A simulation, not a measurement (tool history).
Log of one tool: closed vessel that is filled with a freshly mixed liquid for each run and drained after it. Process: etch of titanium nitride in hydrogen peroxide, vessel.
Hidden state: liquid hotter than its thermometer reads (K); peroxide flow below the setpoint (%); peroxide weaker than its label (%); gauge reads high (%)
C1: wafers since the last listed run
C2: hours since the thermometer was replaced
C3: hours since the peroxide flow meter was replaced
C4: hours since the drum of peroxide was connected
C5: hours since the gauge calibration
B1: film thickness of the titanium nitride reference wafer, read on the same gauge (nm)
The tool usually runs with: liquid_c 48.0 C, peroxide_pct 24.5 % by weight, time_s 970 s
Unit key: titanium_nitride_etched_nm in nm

Run 1, day 0.000: usual settings; C1 0; C2 544.0; C3 1774.7; C4 774.1; C5 41.6; B1 59.99. Result: titanium_nitride_etched_nm 47.62 nm.
Run 2, day 0.642: usual settings but liquid_c 41.5 C; C1 1022; C2 559.4; C3 1790.1; C4 789.5; C5 57.0; B1 60.00. Result: titanium_nitride_etched_nm 29.60 nm.
Run 3, day 1.054: usual settings but time_s 645 s; C1 657; C2 569.3; C3 1800.0; C4 799.4; C5 66.9; B1 59.96. Result: titanium_nitride_etched_nm 31.63 nm.
At day 1.383: new drum of peroxide connected.
Run 4, day 1.412: usual settings but time_s 645 s; C1 504; C2 577.9; C3 1808.6; C4 0.7; C5 75.5; B1 59.97. Result: titanium_nitride_etched_nm 31.85 nm.
Run 5, day 2.050: usual settings; C1 1016; C2 593.2; C3 1823.9; C4 16.0; C5 90.8; B1 60.00. Result: titanium_nitride_etched_nm 48.50 nm.
Run 6, day 2.658: usual settings; C1 969; C2 607.8; C3 1838.5; C4 30.6; C5 105.4; B1 60.04. Result: titanium_nitride_etched_nm 47.84 nm.
Run 7, day 3.221: usual settings; C1 896; C2 621.3; C3 1852.0; C4 44.1; C5 118.9; B1 59.99. Result: titanium_nitride_etched_nm 47.53 nm.
Run 8, day 3.533: usual settings but time_s 605 s; C1 498; C2 628.8; C3 1859.5; C4 51.6; C5 126.4; B1 59.99. Result: titanium_nitride_etched_nm 30.10 nm.
Run 9, day 5.121: usual settings but peroxide_pct 30.0 % by weight, time_s 590 s; C1 2530; C2 666.9; C3 1897.6; C4 89.7; C5 164.5; B1 60.04. Result: titanium_nitride_etched_nm 30.61 nm.
At day 5.404: peroxide flow meter replaced.
At day 5.442: thermometer replaced.
Run 10, day 5.758: usual settings but liquid_c 40.5 C, peroxide_pct 21.0 % by weight, time_s 615 s; C1 891; C2 7.6; C3 8.5; C4 105.0; C5 179.8; B1 59.98. Result: titanium_nitride_etched_nm 18.96 nm.
Run 11, day 6.208: usual settings but liquid_c 54.5 C, peroxide_pct 17.0 % by weight, time_s 1255 s; C1 717; C2 18.4; C3 19.3; C4 115.8; C5 190.6; B1 60.01. Result: titanium_nitride_etched_nm 100.66 nm.
Run 12, day 6.808: usual settings but liquid_c 40.0 C; C1 956; C2 32.8; C3 33.7; C4 130.2; C5 205.0; B1 60.00. Result: titanium_nitride_etched_nm 29.84 nm.
Run 13, day 7.425: usual settings but liquid_c 39.0 C, peroxide_pct 30.0 % by weight; C1 982; C2 47.6; C3 48.5; C4 145.0; C5 219.8; B1 60.04. Result: titanium_nitride_etched_nm 28.40 nm.
Run 14, day 8.296: usual settings but liquid_c 41.5 C, peroxide_pct 22.0 % by weight, time_s 490 s; C1 1388; C2 68.5; C3 69.4; C4 165.9; C5 240.7; B1 60.01. Result: titanium_nitride_etched_nm 16.67 nm.
Run 15, day 8.721: usual settings but liquid_c 42.5 C, peroxide_pct 20.0 % by weight, time_s 1390 s; C1 677; C2 78.7; C3 79.6; C4 176.1; C5 250.9; B1 60.01. Result: titanium_nitride_etched_nm 49.71 nm.
Run 16, day 9.154: usual settings; C1 690; C2 89.1; C3 90.0; C4 186.5; C5 261.3; B1 60.04. Result: titanium_nitride_etched_nm 55.01 nm.
Run 17, day 9.804: usual settings; C1 1036; C2 104.7; C3 105.6; C4 202.1; C5 276.9; B1 59.99. Result: titanium_nitride_etched_nm 54.57 nm.
Run 18, day 10.079: usual settings but peroxide_pct 30.0 % by weight; C1 438; C2 111.3; C3 112.2; C4 208.7; C5 283.5; B1 59.97. Result: titanium_nitride_etched_nm 57.04 nm.
Run 19, day 10.558: usual settings but liquid_c 40.5 C, peroxide_pct 17.5 % by weight, time_s 655 s; C1 763; C2 122.8; C3 123.7; C4 220.2; C5 295.0; B1 59.95. Result: titanium_nitride_etched_nm 19.77 nm.
Run 20, day 11.204: usual settings but peroxide_pct 30.0 % by weight, time_s 1290 s; C1 1029; C2 138.3; C3 139.2; C4 235.7; C5 310.5; B1 60.01. Result: titanium_nitride_etched_nm 76.08 nm.
At day 11.746: thermometer replaced, repeated, since the last time left the tool worse.
Run 21, day 11.767: usual settings but liquid_c 50.5 C; C1 830; C2 0.5; C3 152.7; C4 249.2; C5 324.0; B1 60.00. Result: titanium_nitride_etched_nm 51.97 nm.
Run 22, day 12.329: usual settings but peroxide_pct 18.0 % by weight; C1 896; C2 14.0; C3 166.2; C4 262.7; C5 337.5; B1 60.02. Result: titanium_nitride_etched_nm 40.56 nm.
Run 23, day 12.992: usual settings but liquid_c 54.5 C, time_s 730 s; C1 1056; C2 29.9; C3 182.1; C4 278.6; C5 353.4; B1 59.97. Result: titanium_nitride_etched_nm 52.46 nm.
Run 24, day 13.475: usual settings but liquid_c 50.5 C; C1 770; C2 41.5; C3 193.7; C4 290.2; C5 365.0; B1 59.97. Result: titanium_nitride_etched_nm 52.15 nm.
Run 25, day 13.983: usual settings but liquid_c 42.0 C, peroxide_pct 22.0 % by weight, time_s 525 s; C1 810; C2 53.7; C3 205.9; C4 302.4; C5 377.2; B1 60.02. Result: titanium_nitride_etched_nm 14.82 nm.
Run 26, day 14.408: usual settings but peroxide_pct 27.5 % by weight; C1 677; C2 63.9; C3 216.1; C4 312.6; C5 387.4; B1 60.01. Result: titanium_nitride_etched_nm 45.24 nm.
Run 27, day 14.888: usual settings but liquid_c 50.5 C, time_s 1160 s; C1 763; C2 75.4; C3 227.6; C4 324.1; C5 398.9; B1 59.99. Result: titanium_nitride_etched_nm 63.18 nm.
Run 28, day 15.454: usual settings but liquid_c 50.5 C, peroxide_pct 30.0 % by weight; C1 903; C2 89.0; C3 241.2; C4 337.7; C5 412.5; B1 59.99. Result: titanium_nitride_etched_nm 56.21 nm.

5 options for the next run, each taken on its own from the tool as it stands now. Forecast them:
Run A, day 15.492: usual settings; C1 59; C2 89.9; C3 242.1; C4 338.6; C5 413.4; B1 ?. Result: titanium_nitride_etched_nm ?.
Run B, day 15.492: usual settings but liquid_c 55.0 C, peroxide_pct 20.0 % by weight, time_s 760 s; C1 59; C2 89.9; C3 242.1; C4 338.6; C5 413.4; B1 ?. Result: titanium_nitride_etched_nm ?.
Run C, day 15.492: usual settings but liquid_c 41.5 C, peroxide_pct 18.5 % by weight, time_s 1155 s; C1 59; C2 89.9; C3 242.1; C4 338.6; C5 413.4; B1 ?. Result: titanium_nitride_etched_nm ?.
Run D, day 15.492: usual settings but liquid_c 56.5 C; C1 59; C2 89.9; C3 242.1; C4 338.6; C5 413.4; B1 ?. Result: titanium_nitride_etched_nm ?.
Run E, day 15.492: usual settings but liquid_c 57.5 C; C1 59; C2 89.9; C3 242.1; C4 338.6; C5 413.4; B1 ?. Result: titanium_nitride_etched_nm ?.

run     B1  titanium_nitride_etched_nm
  A  60.00                       43.66
  B  60.00                       54.00
  C  60.00                       30.15
  D  60.00                       79.93
  E  60.00                       85.65
Had the tool no hidden state, the same runs would have come out as:
run  titanium_nitride_etched_nm
  A                       42.84
  B                       53.02
  C                       29.56
  D                       78.50
  E                       84.13
